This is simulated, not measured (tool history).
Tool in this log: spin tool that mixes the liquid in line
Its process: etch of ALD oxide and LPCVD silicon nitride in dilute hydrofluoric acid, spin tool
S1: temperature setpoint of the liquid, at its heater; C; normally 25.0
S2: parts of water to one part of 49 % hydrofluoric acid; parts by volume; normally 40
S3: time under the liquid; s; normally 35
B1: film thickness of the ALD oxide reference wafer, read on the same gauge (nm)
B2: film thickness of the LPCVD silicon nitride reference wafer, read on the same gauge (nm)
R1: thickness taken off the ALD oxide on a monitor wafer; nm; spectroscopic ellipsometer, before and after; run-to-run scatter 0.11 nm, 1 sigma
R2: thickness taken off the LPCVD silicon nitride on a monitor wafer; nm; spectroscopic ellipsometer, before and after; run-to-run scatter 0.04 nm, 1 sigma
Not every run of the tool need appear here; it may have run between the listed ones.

Run 1, day 0.000: usual settings; B1 30.00; B2 50.018. Result: R1 12.80 nm, R2 0.425 nm.
Run 2, day 1.912: usual settings; B1 30.00; B2 50.000. Result: R1 12.56 nm, R2 0.386 nm.
Run 3, day 5.392: usual settings; B1 30.00; B2 50.005. Result: R1 12.53 nm, R2 0.339 nm.
Run 4, day 13.996: usual settings; B1 30.00; B2 49.965. Result: R1 12.63 nm, R2 0.394 nm.
Run 5, day 16.904: usual settings; B1 29.97; B2 49.982. Result: R1 12.43 nm, R2 0.392 nm.
Run 6, day 28.688: usual settings but S2 45 parts by volume, S3 50 s; B1 30.00; B2 49.958. Result: R1 15.65 nm, R2 0.500 nm.
Run 7, day 30.467: usual settings but S2 45 parts by volume, S3 50 s; B1 30.03; B2 50.005. Result: R1 15.44 nm, R2 0.489 nm.
Run 8, day 32.017: usual settings but S2 45 parts by volume, S3 50 s; B1 30.02; B2 49.995. Result: R1 15.55 nm, R2 0.530 nm.
Run 9, day 35.625: usual settings but S2 50 parts by volume, S3 30 s; B1 30.02; B2 49.982. Result: R1 8.35 nm, R2 0.247 nm.
At day 37.633: hydrofluoric acid flow meter replaced.
Run 10, day 39.408: usual settings but S1 22.5 C, S3 25 s; B1 29.99; B2 50.037. Result: R1 7.88 nm, R2 0.199 nm.
Run 11, day 43.208: usual settings; B1 30.02; B2 49.992. Result: R1 12.16 nm, R2 0.351 nm.
Run 12, day 46.717: usual settings but S2 20 parts by volume, S3 45 s; B1 30.00; B2 50.005. Result: R1 32.56 nm, R2 0.859 nm.
At day 47.812: thermometer replaced.
Run 13, day 49.250: usual settings but S2 55 parts by volume, S3 40 s; B1 30.02; B2 49.988. Result: R1 10.98 nm, R2 0.314 nm.
Run 14, day 51.721: usual settings but S1 28.5 C, S2 60 parts by volume, S3 20 s; B1 29.98; B2 49.991. Result: R1 5.69 nm, R2 0.163 nm.
At day 53.229: gauge calibrated.
Run 15, day 55.450: usual settings but S1 22.5 C, S2 35 parts by volume; B1 30.04; B2 49.984. Result: R1 13.88 nm, R2 0.447 nm.
Run 16, day 58.283: usual settings; B1 29.98; B2 50.035. Result: R1 13.32 nm, R2 0.426 nm.
Run 17, day 61.700: usual settings but S1 28.5 C, S3 20 s; B1 30.03; B2 49.999. Result: R1 8.63 nm, R2 0.291 nm.
Run 18, day 65.133: usual settings but S2 60 parts by volume, S3 20 s; B1 30.02; B2 49.933. Result: R1 4.95 nm, R2 0.155 nm.
Run 19, day 68.888: usual settings but S1 29.5 C, S2 30 parts by volume, S3 40 s; B1 30.03; B2 50.019. Result: R1 24.07 nm, R2 0.849 nm.
Run 20, day 72.688: usual settings but S1 30.0 C; B1 30.03; B2 50.032. Result: R1 16.00 nm, R2 0.596 nm.
Run 21, day 75.883: usual settings but S3 25 s; B1 29.99; B2 50.020. Result: R1 9.28 nm, R2 0.323 nm.
Run 22, day 78.346: usual settings but S1 23.5 C, S2 20 parts by volume, S3 25 s; B1 29.98; B2 50.007. Result: R1 17.90 nm, R2 0.432 nm.
Run 23, day 81.646: usual settings but S1 28.0 C, S2 30 parts by volume, S3 55 s; B1 30.03; B2 50.004. Result: R1 31.03 nm, R2 0.962 nm.
At day 85.938: hydrofluoric acid flow meter replaced.
Run 24, day 90.450: usual settings but S1 22.5 C, S2 30 parts by volume, S3 45 s; B1 29.98; B2 49.963. Result: R1 20.27 nm, R2 0.539 nm.
Run 25, day 93.775: usual settings; B1 30.01; B2 50.001. Result: R1 12.89 nm, R2 0.377 nm.
Run 26, day 97.012: usual settings; B1 29.98; B2 49.990. Result: R1 12.76 nm, R2 0.381 nm.

The tool's hidden state at each run:
hydrofluoric acid flow above the setpoint (%): 0 in every run
gauge reads high (%): 0 in every run
H1: liquid colder than its thermometer reads (K)
run     H1
  1   1.46
  2    1.5
  3   1.58
  4   1.76
  5   1.82
  6   2.06
  7    2.1
  8   2.13
  9   2.21
 10   2.29
 11   2.36
 12   2.44
 13  0.221
 14  0.273
 15   0.35
 16   0.41
 17  0.481
 18  0.552
 19  0.631
 20   0.71
 21  0.776
 22  0.828
 23  0.896
 24   1.08
 25   1.15
 26   1.22
